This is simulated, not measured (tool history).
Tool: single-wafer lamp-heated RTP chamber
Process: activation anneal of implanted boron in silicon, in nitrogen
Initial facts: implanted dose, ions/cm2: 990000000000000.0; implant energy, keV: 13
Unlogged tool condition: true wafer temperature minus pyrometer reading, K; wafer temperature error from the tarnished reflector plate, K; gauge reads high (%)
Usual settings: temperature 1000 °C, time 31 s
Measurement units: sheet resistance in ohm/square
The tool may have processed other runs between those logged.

run   hour  temperature  time  wafers since the last listed run  wafers since the last pyrometer calibration  wafers since the reflector plate was cleaned  hours since the gauge calibration  read-back reference wafer on the same gauge, sheet resistance  sheet resistance
  1      0         1000    31                                 0                                         1678                                          7829                                206                                                         132.07            135.38
  2   17.1         1011    31                               312                                         1990                                          8141                              223.1                                                         132.05            132.48
  3   37.1          990    31                               365                                         2355                                          8507                              243.1                                                         131.98            137.21
  4   56.7         1000    45                               357                                         2713                                          8865                              262.7                                                         131.99            133.75
        92  -- pyrometer window cleaned and pyrometer calibrated
  5   92.5         1000    31                               507                                            8                                          9372                              298.5                                                         132.05            137.67
  6  118.1         1000    31                               467                                          476                                          9840                              324.1                                                         131.98            136.64
  7  147.5          991    31                               536                                         1013                                         10377                              353.5                                                         131.95            137.83
  8  167.3         1000    31                               361                                         1375                                         10739                              373.3                                                         132.01             135.8
  9  183.2         1000    31                               290                                         1665                                         11029                              389.2                                                            132            134.43
 10    201         1000    38                               325                                         1990                                         11354                                407                                                         132.06            134.69
 11  213.9         1000    31                               235                                         2226                                         11590                              419.9                                                         132.05            135.09
 12  235.3         1016    39                               390                                         2617                                         11981                              441.3                                                            132            130.97
     256.9  -- reflector plate cleaned
 13  257.4         1000    31                               257                                         2874                                             8                              463.4                                                         132.01            134.69
 14  284.3         1029    14                               491                                         3365                                           499                              490.3                                                         132.04            132.67
     305.9  -- pyrometer window cleaned and pyrometer calibrated
 15  309.7         1016    45                               317                                           68                                           817                              515.7                                                         131.99             133.5
     324.5  -- gauge calibrated
 16  330.1          992    48                               372                                          441                                          1190                                5.6                                                         132.02            137.27
 17  346.7          986    41                               303                                          744                                          1493                               22.2                                                         132.06            139.48
 18  367.3         1016    39                               376                                         1120                                          1869                               42.8                                                         132.04             132.4
 19    389          990    20                               396                                         1517                                          2265                               64.5                                                         132.05            139.22
 20  410.9          992    15                               399                                         1917                                          2665                               86.4                                                         131.97            139.91

Consider 3 possible next runs. They are alternatives, not a sequence: every one starts from the tool as it was left by run 20. What does each give?
  A  411.3         1000    31                                 7                                         1924                                          2673                               86.8                                                              ?                 ?
  B  411.3          981    20                                 7                                         1924                                          2673                               86.8                                                              ?                 ?
  C  411.3          971    45                                 7                                         1924                                          2673                               86.8                                                              ?                 ?

run  read-back reference wafer on the same gauge, sheet resistance  sheet resistance
  A                                                         131.89            133.97
  B                                                         131.89            141.89
  C                                                         131.89            142.22
What these runs would have given with no unlogged condition in the tool:
run  sheet resistance
  A            136.43
  B            148.11
  C            148.59
